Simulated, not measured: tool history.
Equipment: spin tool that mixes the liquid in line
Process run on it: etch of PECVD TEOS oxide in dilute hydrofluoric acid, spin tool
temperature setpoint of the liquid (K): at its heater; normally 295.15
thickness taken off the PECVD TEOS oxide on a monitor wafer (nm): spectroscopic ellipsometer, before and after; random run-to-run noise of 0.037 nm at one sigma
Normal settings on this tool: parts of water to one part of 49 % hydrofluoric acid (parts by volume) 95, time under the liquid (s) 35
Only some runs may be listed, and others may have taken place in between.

| run | hour | temperature setpoint of the liquid (K) | parts of water to one part of 49 % hydrofluoric acid (parts by volume) | time under the liquid (s) | wafers since the last listed run | hours since the thermometer was replaced | hours since the hydrofluoric acid flow meter was replaced | hours since the gauge calibration | read-back film thickness of the PECVD TEOS oxide reference wafer, read on the same gauge (nm) | thickness taken off the PECVD TEOS oxide on a monitor wafer (nm) |
|---|---|---|---|---|---|---|---|---|---|---|
| 1 | 0 | 295.15 | 115 | 35 | 0 | 1129.6 | 2125.2 | 62 | 49.98 | 4.23 |
| 2 | 12.3 | 295.15 | 115 | 35 | 226 | 1141.9 | 2137.5 | 74.3 | 50.03 | 4.11 |
| 3 | 25.5 | 295.15 | 95 | 35 | 243 | 1155.1 | 2150.7 | 87.5 | 50.03 | 5.21 |
| 4 | 42.6 | 295.15 | 95 | 35 | 315 | 1172.2 | 2167.8 | 104.6 | 50.02 | 5.2 |
| 5 | 60.1 | 295.15 | 95 | 35 | 322 | 1189.7 | 2185.3 | 122.1 | 49.99 | 5.23 |
|  | 67.6 | thermometer replaced |
| 6 | 69.6 | 292.65 | 95 | 35 | 156 | 2 | 2194.8 | 131.6 | 50.02 | 4.72 |
| 7 | 75.7 | 292.65 | 95 | 35 | 112 | 8.1 | 2200.9 | 137.7 | 50.01 | 4.66 |
| 8 | 82.4 | 297.15 | 95 | 30 | 123 | 14.8 | 2207.6 | 144.4 | 50.01 | 4.81 |
| 9 | 92.8 | 295.15 | 95 | 30 | 191 | 25.2 | 2218 | 154.8 | 49.98 | 4.47 |
| 10 | 101.1 | 295.15 | 95 | 35 | 152 | 33.5 | 2226.3 | 163.1 | 50.02 | 5.22 |
| 11 | 112.8 | 292.65 | 120 | 35 | 215 | 45.2 | 2238 | 174.8 | 50.03 | 3.57 |
| 12 | 129.9 | 295.15 | 75 | 55 | 315 | 62.3 | 2255.1 | 191.9 | 50.02 | 10.59 |
|  | 131.4 | hydrofluoric acid flow meter replaced |
|  | 135.2 | gauge calibrated |
| 13 | 141.9 | 299.15 | 120 | 55 | 202 | 74.3 | 10.5 | 6.7 | 50 | 7.37 |
| 14 | 148.2 | 293.65 | 140 | 50 | 116 | 80.6 | 16.8 | 13 | 50.06 | 4.43 |
| 15 | 158.8 | 295.15 | 130 | 35 | 195 | 91.2 | 27.4 | 23.6 | 50.03 | 3.61 |
| 16 | 177 | 297.65 | 70 | 35 | 335 | 109.4 | 45.6 | 41.8 | 50 | 8.01 |
| 17 | 194.6 | 295.15 | 95 | 35 | 324 | 127 | 63.2 | 59.4 | 49.98 | 5.18 |
| 18 | 201.8 | 297.65 | 110 | 35 | 132 | 134.2 | 70.4 | 66.6 | 50.01 | 4.86 |
| 19 | 211.3 | 290.65 | 125 | 40 | 175 | 143.7 | 79.9 | 76.1 | 49.95 | 3.66 |

What the log doesn't show, run by run:
liquid hotter than its thermometer reads (K): 0 in every run
hydrofluoric acid flow below the setpoint (%): 0 in every run
gauge reads high (%): 0 in every run
